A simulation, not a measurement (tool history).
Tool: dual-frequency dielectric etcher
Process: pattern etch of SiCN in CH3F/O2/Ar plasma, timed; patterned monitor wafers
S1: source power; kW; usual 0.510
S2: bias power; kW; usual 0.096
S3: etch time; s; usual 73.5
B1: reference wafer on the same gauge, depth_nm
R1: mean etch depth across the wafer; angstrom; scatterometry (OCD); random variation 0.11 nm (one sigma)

run 1 day=0.000 | S1=0.510 S2=0.096 S3=73.5 | B1=39.59 | R1=329.4
run 2 day=2.267 | S1=0.510 S2=0.096 S3=73.5 | B1=39.59 | R1=331.4
run 3 day=3.879 | S1=0.510 S2=0.096 S3=73.5 | B1=39.58 | R1=329.9
run 4 day=4.888 | S1=0.510 S2=0.096 S3=73.5 | B1=39.62 | R1=328.9
-- day=5.067 gauge calibrated
-- day=7.388 bias power generator calibrated
-- day=8.125 wet clean of the chamber
run 5 day=8.146 | S1=0.510 S2=0.096 S3=73.5 | B1=39.63 | R1=338.8
run 6 day=9.162 | S1=0.510 S2=0.096 S3=73.5 | B1=39.60 | R1=338.2
run 7 day=10.892 | S1=0.510 S2=0.096 S3=73.5 | B1=39.58 | R1=337.4
run 8 day=12.925 | S1=0.570 S2=0.096 S3=54.0 | B1=39.63 | R1=257.6
run 9 day=15.112 | S1=0.510 S2=0.105 S3=73.5 | B1=39.62 | R1=347.5
run 10 day=16.367 | S1=0.510 S2=0.096 S3=73.5 | B1=39.58 | R1=335.9
-- day=17.162 source power generator calibrated
run 11 day=17.567 | S1=0.580 S2=0.113 S3=62.5 | B1=39.63 | R1=312.9
run 12 day=20.512 | S1=0.510 S2=0.096 S3=73.5 | B1=39.62 | R1=334.5
run 13 day=23.388 | S1=0.420 S2=0.116 S3=56.5 | B1=39.59 | R1=255.5
-- day=25.508 wet clean of the chamber
run 14 day=26.062 | S1=0.600 S2=0.082 S3=93.0 | B1=39.57 | R1=428.6
run 15 day=31.362 | S1=0.510 S2=0.096 S3=73.5 | B1=39.60 | R1=334.5
-- day=38.212 upper electrode replaced
run 16 day=38.233 | S1=0.440 S2=0.096 S3=66.5 | B1=39.62 | R1=287.8
run 17 day=39.450 | S1=0.510 S2=0.096 S3=73.5 | B1=39.57 | R1=330.0
run 18 day=41.621 | S1=0.400 S2=0.096 S3=56.0 | B1=39.61 | R1=233.7
-- day=43.208 wet clean of the chamber
run 19 day=43.979 | S1=0.510 S2=0.102 S3=66.0 | B1=39.60 | R1=306.8

The next listed run, before its measurement:
run 20 day=46.979 | S1=0.410 S2=0.109 S3=73.5 | B1=? | R1=?

Run 20 gave B1 39.62, R1 323.4 angstrom.
Without the tool's hidden state the same run would have given R1 327.6 angstrom.
